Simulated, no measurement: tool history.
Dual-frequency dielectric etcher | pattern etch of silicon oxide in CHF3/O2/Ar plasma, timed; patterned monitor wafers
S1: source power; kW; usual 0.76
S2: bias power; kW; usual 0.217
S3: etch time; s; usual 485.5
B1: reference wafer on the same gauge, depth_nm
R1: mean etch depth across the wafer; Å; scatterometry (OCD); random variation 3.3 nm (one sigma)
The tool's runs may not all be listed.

{"run": 1, "hour": 0.0, "S1": 0.76, "S2": 0.205, "S3": 485.5, "B1": 1300, "R1": 11728}
{"run": 2, "hour": 22.2, "S1": 0.76, "S2": 0.205, "S3": 485.5, "B1": 1301.1, "R1": 11734}
{"run": 3, "hour": 44.7, "S1": 0.76, "S2": 0.177, "S3": 546, "B1": 1302.4, "R1": 12566}
{"run": 4, "hour": 66.3, "S1": 0.76, "S2": 0.177, "S3": 546, "B1": 1304, "R1": 12521}
{"run": 5, "hour": 93.3, "S1": 0.76, "S2": 0.217, "S3": 485.5, "B1": 1305.2, "R1": 12097}
{"hour": 102.0, "done": "bias power generator calibrated"}
{"hour": 133.9, "done": "upper electrode replaced"}
{"run": 6, "hour": 134.4, "S1": 0.76, "S2": 0.217, "S3": 485.5, "B1": 1306.8, "R1": 12058}
{"hour": 147.4, "done": "gauge calibrated"}
{"run": 7, "hour": 154.9, "S1": 0.76, "S2": 0.217, "S3": 485.5, "B1": 1286.9, "R1": 11902}
{"run": 8, "hour": 171.2, "S1": 0.76, "S2": 0.217, "S3": 485.5, "B1": 1288.4, "R1": 11958}
{"hour": 202.6, "done": "wet clean of the chamber"}
{"run": 9, "hour": 203.1, "S1": 0.94, "S2": 0.173, "S3": 574, "B1": 1290, "R1": 14065}
{"hour": 214.4, "done": "source power generator calibrated"}
{"run": 10, "hour": 214.9, "S1": 0.92, "S2": 0.217, "S3": 628, "B1": 1290, "R1": 16700}
{"run": 11, "hour": 240.1, "S1": 0.65, "S2": 0.217, "S3": 485.5, "B1": 1292.2, "R1": 11222}
{"run": 12, "hour": 256.5, "S1": 0.63, "S2": 0.217, "S3": 544, "B1": 1293, "R1": 12458}
{"run": 13, "hour": 269.8, "S1": 0.66, "S2": 0.173, "S3": 485.5, "B1": 1293, "R1": 10364}
{"run": 14, "hour": 305.6, "S1": 0.76, "S2": 0.217, "S3": 445, "B1": 1295.5, "R1": 10997}

What the log doesn't show, run by run:
etch rate over this chamber's usual, %: 0 in every run
source power that arrives over what is set, %: 0 in every run
bias power that arrives over what is set, %: 0 in every run
H1: gauge reads high (%)
run=1 H1=0.776
run=2 H1=0.865
run=3 H1=0.955
run=4 H1=1.04
run=5 H1=1.15
run=6 H1=1.31
run=7 H1=-0.2
run=8 H1=-0.135
run=9 H1=-0.00692
run=10 H1=0.0403
run=11 H1=0.141
run=12 H1=0.207
run=13 H1=0.26
run=14 H1=0.403
